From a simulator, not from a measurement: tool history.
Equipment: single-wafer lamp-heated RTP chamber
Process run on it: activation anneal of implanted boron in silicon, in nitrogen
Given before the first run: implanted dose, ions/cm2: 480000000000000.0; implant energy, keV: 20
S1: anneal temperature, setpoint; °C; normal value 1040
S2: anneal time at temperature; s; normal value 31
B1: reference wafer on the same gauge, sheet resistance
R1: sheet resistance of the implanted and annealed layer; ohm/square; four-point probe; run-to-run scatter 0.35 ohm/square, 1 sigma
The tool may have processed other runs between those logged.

run 1 hour=0.0 | S1=1055 S2=31 | B1=241.33 | R1=234.04
-- hour=56.3 pyrometer window cleaned and pyrometer calibrated
run 2 hour=68.2 | S1=1055 S2=31 | B1=241.65 | R1=234.77
run 3 hour=163.8 | S1=1040 S2=31 | B1=241.97 | R1=236.13
run 4 hour=257.5 | S1=1040 S2=31 | B1=242.06 | R1=236.38
run 5 hour=303.6 | S1=1040 S2=31 | B1=242.12 | R1=236.08
run 6 hour=375.2 | S1=1040 S2=31 | B1=242.28 | R1=236.32
run 7 hour=447.0 | S1=1040 S2=31 | B1=242.33 | R1=236.71
-- hour=474.3 pyrometer window cleaned and pyrometer calibrated
run 8 hour=532.3 | S1=1027 S2=14 | B1=242.38 | R1=240.17
-- hour=570.1 gauge calibrated
run 9 hour=637.7 | S1=1040 S2=31 | B1=239.32 | R1=234.06
-- hour=690.9 reflector plate cleaned
run 10 hour=691.4 | S1=1062 S2=38 | B1=239.71 | R1=231.43
run 11 hour=748.2 | S1=1040 S2=44 | B1=240.02 | R1=233.17
run 12 hour=809.2 | S1=1048 S2=47 | B1=240.35 | R1=232.47
-- hour=879.5 pyrometer window cleaned and pyrometer calibrated
run 13 hour=910.2 | S1=1040 S2=40 | B1=240.81 | R1=233.93
run 14 hour=1002.7 | S1=1040 S2=31 | B1=241.00 | R1=235.47

4 options for the next run, each taken on its own from the tool as it stands now. Forecast them:
run A hour=1003.1 | S1=1040 S2=15 | B1=? | R1=?
run B hour=1003.1 | S1=1040 S2=19 | B1=? | R1=?
run C hour=1003.1 | S1=1040 S2=20 | B1=? | R1=?
run D hour=1003.1 | S1=1056 S2=26 | B1=? | R1=?

run=A B1=241.04 R1=237.24
run=B B1=241.04 R1=236.66
run=C B1=241.04 R1=236.53
run=D B1=241.04 R1=234.39
With the hidden condition removed and each run's random variation left untouched, the same runs would have given:
run=A R1=235.29
run=B R1=234.72
run=C R1=234.59
run=D R1=232.47

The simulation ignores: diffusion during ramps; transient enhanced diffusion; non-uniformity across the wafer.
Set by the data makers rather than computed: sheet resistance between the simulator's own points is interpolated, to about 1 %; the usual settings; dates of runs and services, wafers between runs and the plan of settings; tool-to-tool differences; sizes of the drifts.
